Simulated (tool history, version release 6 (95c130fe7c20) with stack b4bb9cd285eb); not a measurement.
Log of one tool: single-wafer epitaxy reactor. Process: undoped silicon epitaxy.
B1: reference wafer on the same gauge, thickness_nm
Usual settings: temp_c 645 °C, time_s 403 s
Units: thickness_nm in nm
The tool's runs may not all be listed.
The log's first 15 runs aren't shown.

Run 16, hour 191.1: usual settings but time_s 465 s; B1 53.519. Result: thickness_nm 69.576 nm.
Run 17, hour 199.5: usual settings but time_s 465 s; B1 53.5. Result: thickness_nm 69.505 nm.
Run 18, hour 214: usual settings but time_s 465 s; B1 53.489. Result: thickness_nm 69.534 nm.
Run 19, hour 226.3: usual settings; B1 53.549. Result: thickness_nm 60.29 nm.
At hour 266.1: pyrometer calibrated.
Run 20, hour 266.6: usual settings; B1 53.546. Result: thickness_nm 60.1 nm.
Run 21, hour 274.9: usual settings; B1 53.465. Result: thickness_nm 60.323 nm.
Run 22, hour 285.4: usual settings; B1 53.486. Result: thickness_nm 60.18 nm.
Run 23, hour 296: usual settings; B1 53.504. Result: thickness_nm 60.361 nm.
Run 24, hour 310.6: usual settings but temp_c 632 °C; B1 53.506. Result: thickness_nm 43.47 nm.
Run 25, hour 326.5: usual settings but temp_c 652 °C, time_s 433 s; B1 53.56. Result: thickness_nm 77.5 nm.
Run 26, hour 339.1: usual settings; B1 53.533. Result: thickness_nm 60.107 nm.
Run 27, hour 352.3: usual settings but temp_c 631 °C, time_s 369 s; B1 53.507. Result: thickness_nm 38.687 nm.
Run 28, hour 364.8: usual settings; B1 53.55. Result: thickness_nm 60.36 nm.
Run 29, hour 379.7: usual settings but temp_c 634 °C, time_s 438 s; B1 53.48. Result: thickness_nm 49.595 nm.
Run 30, hour 395.2: usual settings but temp_c 653 °C; B1 53.518. Result: thickness_nm 73.748 nm.
Run 31, hour 406.9: usual settings; B1 53.517. Result: thickness_nm 60.415 nm.
Run 32, hour 417: usual settings but temp_c 654 °C; B1 53.507. Result: thickness_nm 75.875 nm.
Run 33, hour 425.2: usual settings; B1 53.53. Result: thickness_nm 60.857 nm.
Run 34, hour 439.7: usual settings; B1 53.476. Result: thickness_nm 60.379 nm.
At hour 449.5: gauge calibrated.
Run 35, hour 455.8: usual settings but temp_c 638 °C, time_s 355 s; B1 53.505. Result: thickness_nm 44.524 nm.
Run 36, hour 465.1: usual settings but temp_c 631 °C; B1 53.5. Result: thickness_nm 42.326 nm.
Run 37, hour 478.3: usual settings but temp_c 632 °C, time_s 340 s; B1 53.462. Result: thickness_nm 36.575 nm.

Run 38 comes next. What will it give?
Run 38, hour 494.5: usual settings but time_s 433 s; B1 ?. Result: thickness_nm ?.

Run 38 gave B1 53.529, thickness_nm 64.867 nm.
Without the tool's hidden state the same run would have given thickness_nm 64.867 nm.
